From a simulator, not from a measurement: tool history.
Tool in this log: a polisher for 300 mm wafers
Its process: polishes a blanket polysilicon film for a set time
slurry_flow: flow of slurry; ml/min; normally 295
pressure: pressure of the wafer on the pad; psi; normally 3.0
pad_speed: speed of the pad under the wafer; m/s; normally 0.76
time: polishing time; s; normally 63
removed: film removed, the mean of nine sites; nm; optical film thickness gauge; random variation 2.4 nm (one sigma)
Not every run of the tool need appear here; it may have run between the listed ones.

run,hour,slurry_flow,pressure,pad_speed,time,wafers since the last listed run,wafers polished on this pad,hours since the slurry nozzle was cleaned,hours since the head pressure was calibrated,"incoming thickness of the incoming film, nm",removed
1,0.0,295,3.8,0.76,63,0,4263,781.2,456.2,1182.8,452.2
# hour 75.1: slurry nozzle cleaned
2,87.7,295,3.8,0.76,63,1041,5304,12.6,543.9,1177.3,459.7
3,156.8,295,3.0,0.76,63,829,6134,81.7,613.0,1188.1,365.6
4,194.6,215,3.0,0.88,63,453,6588,119.5,650.8,1197.5,403.6
# hour 287.6: worn pad replaced by a new one
5,385.7,215,3.0,0.88,63,2246,1177,310.6,841.9,1177.3,399.4
6,448.9,295,3.0,0.70,63,758,1936,373.8,905.1,1174.3,339.0
7,505.3,295,3.0,0.70,63,677,2614,430.2,961.5,1172.6,339.7
8,574.1,295,3.0,0.70,63,826,3440,499.0,1030.3,1160.4,335.7
9,639.8,215,3.0,0.76,63,788,4229,564.7,1096.0,1177.8,348.4
# hour 683.7: head pressure recalibrated
10,695.9,215,3.0,0.76,63,649,4878,620.8,12.2,1191.9,348.8
11,768.4,295,3.0,0.76,63,870,5749,693.3,84.7,1188.1,359.4
# hour 790.1: slurry nozzle cleaned
12,837.2,295,3.0,0.76,63,814,6563,47.1,153.5,1173.2,365.5
13,891.5,295,3.0,0.76,63,652,7215,101.4,207.8,1200.6,365.0
# hour 935.8: worn pad replaced by a new one
14,946.2,295,3.0,0.76,49,608,124,156.1,262.5,1177.3,287.4
15,1051.4,395,2.4,0.82,57,1263,1388,261.3,367.7,1185.7,288.2
16,1107.5,295,3.5,0.84,54,673,2061,317.4,423.8,1191.8,394.0
17,1184.6,295,2.2,0.76,63,925,2987,394.5,500.9,1168.3,264.9
18,1286.2,370,3.5,0.76,63,1220,4207,496.1,602.5,1176.1,431.2
19,1393.5,295,3.0,0.70,63,1288,5496,603.4,709.8,1157.5,333.8
20,1453.4,295,2.1,0.76,63,719,6215,663.3,769.7,1189.6,247.6
21,1523.9,295,3.0,0.60,43,846,7062,733.8,840.2,1174.2,199.5
# hour 1594.2: slurry nozzle cleaned
22,1631.9,295,3.0,0.76,42,1284,8347,37.7,948.2,1171.6,241.6
# hour 1676.6: worn pad replaced by a new one
23,1693.8,295,3.0,0.76,63,695,206,99.6,1010.1,1198.4,368.0
24,1767.5,330,3.0,0.66,63,885,1091,173.3,1083.8,1191.7,328.8
# hour 1832.6: head pressure recalibrated
25,1974.0,250,3.0,0.98,54,2455,3547,379.8,141.4,1163.8,385.7
26,2043.8,295,3.0,0.76,63,838,4385,449.6,211.2,1179.5,362.6
27,2126.7,295,3.0,0.68,80,995,5381,532.5,294.1,1181.8,413.8
28,2227.0,295,3.0,0.76,63,1204,6585,632.8,394.4,1184.1,353.3
29,2277.0,250,3.0,0.76,63,600,7186,682.8,444.4,1187.7,350.0
# hour 2292.1: worn pad replaced by a new one
30,2346.9,380,3.0,0.76,63,791,658,752.7,514.3,1159.3,357.7
# hour 2404.8: slurry nozzle cleaned
31,2417.1,400,3.0,0.62,43,831,1489,12.3,584.5,1174.3,217.2
32,2495.9,295,3.0,0.76,63,946,2435,91.1,663.3,1192.5,361.8
33,2547.7,400,3.0,0.62,54,622,3057,142.9,715.1,1168.3,270.9
34,2587.8,385,2.4,0.76,80,481,3539,183.0,755.2,1167.9,377.1
35,2628.9,295,3.0,0.76,63,493,4032,224.1,796.3,1181.0,366.6
36,2730.5,295,3.0,0.76,63,1220,5252,325.7,897.9,1184.6,359.8
# hour 2754.3: head pressure recalibrated
37,2837.7,295,3.0,0.70,63,1263,6516,432.9,83.4,1191.1,342.4

Below, some changes in removed between adjacent runs. For each, the amount present without the hidden state too (settings, incoming material, random variation) and the amount remaining for the hidden state with gauge scatter not shared by both compared results:
Unlogged tool condition in this case: removal rate lost through wear of the pad, %; slurry flow missing at the pad, %; deviation of the head's pressure from its setpoint, %.
Run 1 -> 2: slurry nozzle cleaned. removed +7.5 nm: hidden state +17.7, all else -10.2.
Run 11 -> 12: slurry nozzle cleaned. removed +6.1 nm: hidden state +9.5, all else -3.4.
Run 17 -> 18: slurry_flow 295 -> 370, pressure 2.2 -> 3.5. removed +166.3 nm: hidden state -3.3, all else +169.6.
Run 30 -> 31: slurry_flow 380 -> 400, pad_speed 0.76 -> 0.62, time 63 -> 43, slurry nozzle cleaned. removed -140.5 nm: hidden state +11.6, all else -152.1.
Run 31 -> 32: slurry_flow 400 -> 295, pad_speed 0.62 -> 0.76, time 43 -> 63. removed +144.6 nm: hidden state -0.7, all else +145.3.

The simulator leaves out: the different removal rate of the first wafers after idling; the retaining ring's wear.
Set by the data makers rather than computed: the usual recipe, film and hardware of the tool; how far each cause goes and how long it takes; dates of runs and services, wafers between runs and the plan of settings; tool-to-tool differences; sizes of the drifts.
